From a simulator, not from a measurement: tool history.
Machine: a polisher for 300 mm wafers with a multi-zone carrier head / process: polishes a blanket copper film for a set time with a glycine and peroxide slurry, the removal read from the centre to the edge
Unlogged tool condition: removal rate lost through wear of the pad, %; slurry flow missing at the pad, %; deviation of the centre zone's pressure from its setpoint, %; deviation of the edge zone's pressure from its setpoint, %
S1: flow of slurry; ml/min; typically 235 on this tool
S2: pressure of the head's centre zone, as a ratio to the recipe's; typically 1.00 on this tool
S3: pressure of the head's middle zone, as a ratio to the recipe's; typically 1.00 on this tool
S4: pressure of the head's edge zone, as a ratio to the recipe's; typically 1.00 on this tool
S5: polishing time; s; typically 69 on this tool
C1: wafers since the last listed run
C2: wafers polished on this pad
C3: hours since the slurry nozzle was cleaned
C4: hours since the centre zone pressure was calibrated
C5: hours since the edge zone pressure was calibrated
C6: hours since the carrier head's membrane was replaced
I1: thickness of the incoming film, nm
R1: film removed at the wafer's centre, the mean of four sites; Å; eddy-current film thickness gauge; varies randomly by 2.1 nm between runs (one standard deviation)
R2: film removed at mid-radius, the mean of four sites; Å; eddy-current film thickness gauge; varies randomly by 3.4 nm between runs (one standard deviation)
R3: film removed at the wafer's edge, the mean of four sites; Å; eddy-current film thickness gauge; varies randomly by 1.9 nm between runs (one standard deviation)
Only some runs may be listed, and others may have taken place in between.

| run | hour | S1 | S2 | S3 | S4 | S5 | C1 | C2 | C3 | C4 | C5 | C6 | I1 | R1 | R2 | R3 |
|---|---|---|---|---|---|---|---|---|---|---|---|---|---|---|---|---|
| 1 | 0.0 | 235 | 1.00 | 1.00 | 1.00 | 74 | 0 | 144 | 111.0 | 301.3 | 224.5 | 60.3 | 2205.3 | 2932 | 2899 | 2854 |
| 2 | 19.3 | 235 | 1.00 | 1.00 | 1.00 | 74 | 184 | 328 | 130.3 | 320.6 | 243.8 | 79.6 | 2201.7 | 2922 | 2957 | 2833 |
|  | 22.4 | centre zone pressure recalibrated |
| 3 | 36.3 | 235 | 1.00 | 0.89 | 1.00 | 69 | 143 | 472 | 147.3 | 13.9 | 260.8 | 96.6 | 2231.8 | 2701 | 2480 | 2651 |
| 4 | 65.6 | 200 | 1.00 | 1.06 | 1.00 | 69 | 280 | 752 | 176.6 | 43.2 | 290.1 | 125.9 | 2220.2 | 2616 | 2792 | 2587 |
|  | 105.2 | slurry nozzle cleaned |
|  | 106.5 | edge zone pressure recalibrated |
| 5 | 130.3 | 235 | 1.00 | 1.00 | 1.00 | 55 | 597 | 1350 | 25.1 | 107.9 | 23.8 | 190.6 | 2193.4 | 2101 | 2086 | 2076 |
| 6 | 152.4 | 235 | 0.90 | 1.00 | 1.00 | 69 | 211 | 1561 | 47.2 | 130.0 | 45.9 | 212.7 | 2255.4 | 2439 | 2616 | 2524 |
| 7 | 177.9 | 210 | 0.96 | 1.00 | 1.06 | 80 | 243 | 1805 | 72.7 | 155.5 | 71.4 | 238.2 | 2205.7 | 2850 | 2915 | 2974 |
|  | 184.9 | worn pad replaced by a new one |
| 8 | 208.0 | 235 | 1.00 | 1.00 | 1.00 | 69 | 249 | 221 | 102.8 | 185.6 | 101.5 | 268.3 | 2192.5 | 2687 | 2720 | 2698 |
| 9 | 239.3 | 235 | 1.00 | 1.00 | 1.00 | 69 | 299 | 520 | 134.1 | 216.9 | 132.8 | 299.6 | 2202.7 | 2704 | 2719 | 2616 |
| 10 | 265.7 | 235 | 1.00 | 0.90 | 0.90 | 69 | 252 | 773 | 160.5 | 243.3 | 159.2 | 326.0 | 2217.1 | 2728 | 2386 | 2495 |
| 11 | 287.7 | 235 | 1.00 | 1.00 | 1.00 | 69 | 210 | 983 | 182.5 | 265.3 | 181.2 | 348.0 | 2209.5 | 2637 | 2667 | 2597 |
|  | 307.5 | slurry nozzle cleaned |
| 12 | 318.0 | 235 | 0.92 | 1.00 | 1.04 | 57 | 280 | 1264 | 10.5 | 295.6 | 211.5 | 378.3 | 2218.2 | 2042 | 2195 | 2172 |
| 13 | 336.1 | 235 | 1.00 | 1.00 | 0.88 | 75 | 173 | 1437 | 28.6 | 313.7 | 229.6 | 396.4 | 2252.0 | 2827 | 2811 | 2616 |
| 14 | 354.3 | 235 | 1.00 | 1.00 | 1.00 | 69 | 174 | 1611 | 46.8 | 331.9 | 247.8 | 414.6 | 2160.9 | 2602 | 2591 | 2534 |
|  | 360.8 | centre zone pressure recalibrated |
|  | 361.5 | worn pad replaced by a new one |
| 15 | 388.9 | 175 | 0.91 | 1.00 | 0.96 | 69 | 304 | 262 | 81.4 | 28.1 | 282.4 | 449.2 | 2219.3 | 2366 | 2555 | 2516 |

Run 16, settings as shown, results not yet in. Your forecast:
| 16 | 420.3 | 235 | 1.00 | 1.05 | 1.00 | 69 | 300 | 562 | 112.8 | 59.5 | 313.8 | 480.6 | 2189.3 | ? | ? | ? |

Run 16 yielded R1 2714 Å, R2 2793 Å, R3 2610 Å.
With no hidden state in the tool, this same run would have given R1 2780 Å, R2 2861 Å, R3 2673 Å.

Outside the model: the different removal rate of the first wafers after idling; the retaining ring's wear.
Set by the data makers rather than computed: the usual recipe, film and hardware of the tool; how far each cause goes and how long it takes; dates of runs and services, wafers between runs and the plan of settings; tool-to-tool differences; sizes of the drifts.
